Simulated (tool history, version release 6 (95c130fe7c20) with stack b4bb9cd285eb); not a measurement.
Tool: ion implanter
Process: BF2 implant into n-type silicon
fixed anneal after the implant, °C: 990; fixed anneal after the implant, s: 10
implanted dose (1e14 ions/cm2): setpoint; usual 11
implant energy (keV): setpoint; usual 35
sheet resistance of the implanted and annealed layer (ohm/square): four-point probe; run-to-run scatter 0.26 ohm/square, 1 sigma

| run | hour | implanted dose (1e14 ions/cm2) | implant energy (keV) | wafers since the last listed run | hours since the last dose calibration | hours since the extraction supply was calibrated | hours since the gauge calibration | read-back reference wafer on the same gauge, sheet resistance | sheet resistance of the implanted and annealed layer (ohm/square) |
|---|---|---|---|---|---|---|---|---|---|
| 1 | 0 | 11 | 35 | 0 | 457.2 | 6261.2 | 124.2 | 185.11 | 171.21 |
| 2 | 16.2 | 11 | 35 | 555 | 473.4 | 6277.4 | 140.4 | 185.1 | 171.22 |
| 3 | 32.4 | 11 | 35 | 555 | 489.6 | 6293.6 | 156.6 | 185.09 | 171.27 |
| 4 | 41.9 | 11 | 35 | 325 | 499.1 | 6303.1 | 166.1 | 184.96 | 170.46 |
| 5 | 55.4 | 11 | 35 | 463 | 512.6 | 6316.6 | 179.6 | 184.89 | 171.01 |
| 6 | 73.1 | 11 | 35 | 607 | 530.3 | 6334.3 | 197.3 | 185.02 | 170.64 |
| 7 | 79.7 | 13.13 | 35 | 226 | 536.9 | 6340.9 | 203.9 | 184.99 | 164.19 |
| 8 | 88.6 | 13.13 | 35 | 305 | 545.8 | 6349.8 | 212.8 | 185.02 | 164.34 |
| 9 | 96 | 13.13 | 35 | 253 | 553.2 | 6357.2 | 220.2 | 184.99 | 164.32 |
|  | 109.9 | Faraday cup replaced and dose calibrated |
| 10 | 110.4 | 11 | 35 | 219 | 0.5 | 6371.6 | 234.6 | 185.11 | 170.91 |
| 11 | 115.8 | 8.46 | 44 | 185 | 5.9 | 6377 | 240 | 185.1 | 170.54 |
|  | 125.7 | gauge calibrated |
| 12 | 129.5 | 9.79 | 23.5 | 469 | 19.6 | 6390.7 | 3.8 | 185.2 | 215.72 |
| 13 | 136.6 | 8.23 | 25.5 | 243 | 26.7 | 6397.8 | 10.9 | 184.97 | 216.52 |
|  | 150.4 | extraction supply calibrated |
| 14 | 150.9 | 14.05 | 39 | 216 | 41 | 0.5 | 25.2 | 184.97 | 152.44 |
| 15 | 152.5 | 13.59 | 28 | 54 | 42.6 | 2.1 | 26.8 | 185.09 | 185.37 |
| 16 | 170 | 9.06 | 35 | 600 | 60.1 | 19.6 | 44.3 | 184.98 | 181.61 |
| 17 | 187.9 | 11 | 35 | 614 | 78 | 37.5 | 62.2 | 184.85 | 171.2 |
| 18 | 198.2 | 9.46 | 25 | 353 | 88.3 | 47.8 | 72.5 | 184.87 | 211.1 |
| 19 | 211.8 | 11 | 35 | 466 | 101.9 | 61.4 | 86.1 | 184.87 | 170.95 |
| 20 | 222.9 | 9.91 | 44.5 | 380 | 113 | 72.5 | 97.2 | 184.99 | 158.18 |

What was the tool's hidden state at every run in the log?
deviation of the true dose from the Faraday cup's reading, %: 0 at every run
deviation of the true energy from its setpoint, %: 0 at every run
gauge reads high (%): 0 at every run
